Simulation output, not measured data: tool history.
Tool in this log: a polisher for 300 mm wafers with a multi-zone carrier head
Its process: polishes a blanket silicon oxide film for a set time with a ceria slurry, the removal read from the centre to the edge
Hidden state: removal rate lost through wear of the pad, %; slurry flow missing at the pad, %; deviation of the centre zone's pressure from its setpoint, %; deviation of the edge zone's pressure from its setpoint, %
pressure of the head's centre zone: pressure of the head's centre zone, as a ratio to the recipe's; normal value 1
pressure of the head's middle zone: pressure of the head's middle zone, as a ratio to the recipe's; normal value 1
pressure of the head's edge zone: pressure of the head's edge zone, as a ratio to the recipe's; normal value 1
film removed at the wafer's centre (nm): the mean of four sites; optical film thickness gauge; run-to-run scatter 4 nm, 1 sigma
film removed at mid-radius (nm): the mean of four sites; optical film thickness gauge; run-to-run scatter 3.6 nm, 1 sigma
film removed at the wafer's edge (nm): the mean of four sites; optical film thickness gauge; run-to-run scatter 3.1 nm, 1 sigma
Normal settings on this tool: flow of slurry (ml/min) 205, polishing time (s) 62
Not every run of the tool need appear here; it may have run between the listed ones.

run,hour,flow of slurry (ml/min),pressure of the head's centre zone,pressure of the head's middle zone,pressure of the head's edge zone,polishing time (s),wafers since the last listed run,wafers polished on this pad,hours since the slurry nozzle was cleaned,hours since the centre zone pressure was calibrated,hours since the edge zone pressure was calibrated,hours since the carrier head's membrane was replaced,"incoming thickness of the incoming film, nm",film removed at the wafer's centre (nm),film removed at mid-radius (nm),film removed at the wafer's edge (nm)
1,0,205,1,1,1,62,0,1073,286.4,53.6,879.9,400,1062.5,374,370.8,374
2,29.3,205,1,1,1,62,353,1426,315.7,82.9,909.2,429.3,1072.5,377,364.9,381.2
# hour 82.6: slurry nozzle cleaned
3,96.5,205,1,1,1,62,798,2224,13.9,150.1,976.4,496.5,1065.2,392.5,359.6,374
# hour 147.6: worn pad replaced by a new one
4,161.8,205,1,1,1,62,739,170,79.2,215.4,1041.7,561.8,1095.2,389.7,363.9,379.8
5,187.5,205,1,1,1,62,309,480,104.9,241.1,1067.4,587.5,1083.7,386.9,358.4,378.3
6,258,205,1,1,1,62,849,1330,175.4,311.6,1137.9,658,1074,397.3,366.1,374.7
7,317.1,205,1,1,1,62,712,2043,234.5,370.7,1197,717.1,1065.4,399.7,360.4,377.3
# hour 346.9: worn pad replaced by a new one
8,380.3,205,1,0.93,1,62,713,402,297.7,433.9,1260.2,780.3,1091.6,399.2,348.5,377.5
9,444.3,185,1,1,1,62,771,1173,361.7,497.9,1324.2,844.3,1080.8,398.2,358.4,375.8
10,473.9,205,1,1,1,62,356,1530,391.3,527.5,1353.8,873.9,1100.7,406.9,364.6,378.7
# hour 503.8: slurry nozzle cleaned
# hour 520: centre zone pressure recalibrated
11,528.6,150,1,1,1,82,623,2154,24.8,8.6,1408.5,928.6,1085.2,470.4,472.2,480.8
# hour 553.7: edge zone pressure recalibrated
# hour 564.5: worn pad replaced by a new one
12,571.7,170,1.09,1,1,62,447,87,67.9,51.7,18,971.7,1081.2,391.7,353.5,371.3
# hour 586.7: carrier head's membrane replaced by a new one
13,601.7,150,1,1,1,82,301,388,97.9,81.7,48,15,1079.7,491.4,458,488.6
14,634.9,205,1,1,1,62,400,788,131.1,114.9,81.2,48.2,1081.3,385.6,357.3,374.3
15,680.1,205,1,0.95,0.91,62,544,1333,176.3,160.1,126.4,93.4,1075.5,389.3,350.7,358
16,750.4,260,1,1,1,62,847,2181,246.6,230.4,196.7,163.7,1069,407,366.8,385.1
# hour 792.6: worn pad replaced by a new one
17,939.2,240,1,1.11,1.06,54,2228,1767,435.4,419.2,385.5,352.5,1083.4,359.9,350,344.5
# hour 958.1: slurry nozzle cleaned
# hour 985.7: worn pad replaced by a new one
18,1009.7,245,0.9,1,0.95,79,789,289,51.6,489.7,456,423,1082.6,488.5,457.4,474.5
# hour 1058.2: centre zone pressure recalibrated
19,1066.7,205,1,1,1,62,663,952,108.6,8.5,513,480,1074.4,369.7,354.9,374.5
20,1094.5,155,0.94,1,1.04,81,335,1287,136.4,36.3,540.8,507.8,1070.7,453.8,466.5,498.5

Predict each of these 3 candidate next runs independently; none follows another, all start after run 20:
A,1094.9,205,1,1,0.95,62,4,1292,136.8,36.7,541.2,508.2,1102.9,?,?,?
B,1094.9,205,1,1.1,0.95,62,4,1292,136.8,36.7,541.2,508.2,1102.9,?,?,?
C,1094.9,205,0.95,1,1.1,62,4,1292,136.8,36.7,541.2,508.2,1102.9,?,?,?

run,film removed at the wafer's centre (nm),film removed at mid-radius (nm),film removed at the wafer's edge (nm)
A,370.1,360.7,363.3
B,370.4,391.1,362.8
C,357.7,360.7,390.3
The same runs, with their run-to-run variation unchanged, on a tool lacking any hidden condition would have given:
run,film removed at the wafer's centre (nm),film removed at mid-radius (nm),film removed at the wafer's edge (nm)
A,364,360.7,363.3
B,364.3,391.2,362.8
C,351.8,360.7,390.3
